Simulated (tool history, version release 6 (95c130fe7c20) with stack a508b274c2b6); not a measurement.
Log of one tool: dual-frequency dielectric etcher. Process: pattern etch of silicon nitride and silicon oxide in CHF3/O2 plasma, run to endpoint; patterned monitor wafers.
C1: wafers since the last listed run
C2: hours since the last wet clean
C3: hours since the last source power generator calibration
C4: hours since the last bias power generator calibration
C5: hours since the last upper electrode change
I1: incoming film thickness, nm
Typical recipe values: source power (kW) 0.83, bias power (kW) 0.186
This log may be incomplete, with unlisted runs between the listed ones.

run 1 hour=0 | source_power_(kW)=0.83 bias_power_(kW)=0.21 | C1=0 C2=345.2 C3=1494.5 C4=4367.9 C5=2478.8 | I1=253.8 | endpoint_time_(s)=157.1
run 2 hour=21.6 | source_power_(kW)=0.83 bias_power_(kW)=0.186 | C1=125 C2=366.8 C3=1516.1 C4=4389.5 C5=2500.4 | I1=256.3 | endpoint_time_(s)=165.5
run 3 hour=49.6 | source_power_(kW)=0.83 bias_power_(kW)=0.186 | C1=163 C2=394.8 C3=1544.1 C4=4417.5 C5=2528.4 | I1=253.8 | endpoint_time_(s)=163.4
run 4 hour=73.9 | source_power_(kW)=0.83 bias_power_(kW)=0.186 | C1=141 C2=419.1 C3=1568.4 C4=4441.8 C5=2552.7 | I1=254.9 | endpoint_time_(s)=165.1
run 5 hour=108.4 | source_power_(kW)=0.83 bias_power_(kW)=0.186 | C1=201 C2=453.6 C3=1602.9 C4=4476.3 C5=2587.2 | I1=254.5 | endpoint_time_(s)=162.4
run 6 hour=127.9 | source_power_(kW)=0.83 bias_power_(kW)=0.186 | C1=113 C2=473.1 C3=1622.4 C4=4495.8 C5=2606.7 | I1=253 | endpoint_time_(s)=163.9
run 7 hour=150.6 | source_power_(kW)=0.83 bias_power_(kW)=0.186 | C1=132 C2=495.8 C3=1645.1 C4=4518.5 C5=2629.4 | I1=257.5 | endpoint_time_(s)=168.6
-- hour=162.9 bias power generator calibrated
run 8 hour=216.6 | source_power_(kW)=0.83 bias_power_(kW)=0.186 | C1=361 C2=561.8 C3=1711.1 C4=53.7 C5=2695.4 | I1=253.3 | endpoint_time_(s)=167.5
run 9 hour=236 | source_power_(kW)=0.69 bias_power_(kW)=0.16 | C1=113 C2=581.2 C3=1730.5 C4=73.1 C5=2714.8 | I1=254.8 | endpoint_time_(s)=188.2
run 10 hour=261.2 | source_power_(kW)=0.83 bias_power_(kW)=0.21 | C1=146 C2=606.4 C3=1755.7 C4=98.3 C5=2740 | I1=253.7 | endpoint_time_(s)=159.2
-- hour=295.1 source power generator calibrated
-- hour=295.3 upper electrode replaced
-- hour=298.5 wet clean of the chamber
run 11 hour=299 | source_power_(kW)=0.68 bias_power_(kW)=0.221 | C1=176 C2=0.5 C3=3.9 C4=136.1 C5=3.7 | I1=254 | endpoint_time_(s)=159.5
run 12 hour=314.7 | source_power_(kW)=0.7 bias_power_(kW)=0.205 | C1=91 C2=16.2 C3=19.6 C4=151.8 C5=19.4 | I1=255.1 | endpoint_time_(s)=162.4

Forecast run 13:
run 13 hour=347.1 | source_power_(kW)=0.68 bias_power_(kW)=0.186 | C1=188 C2=48.6 C3=52 C4=184.2 C5=51.8 | I1=253.2 | endpoint_time_(s)=?

{"run 13": {"endpoint time (s)": 169.1}}
Had the tool carried no hidden state, the very same run would have given endpoint time (s) 167.1.
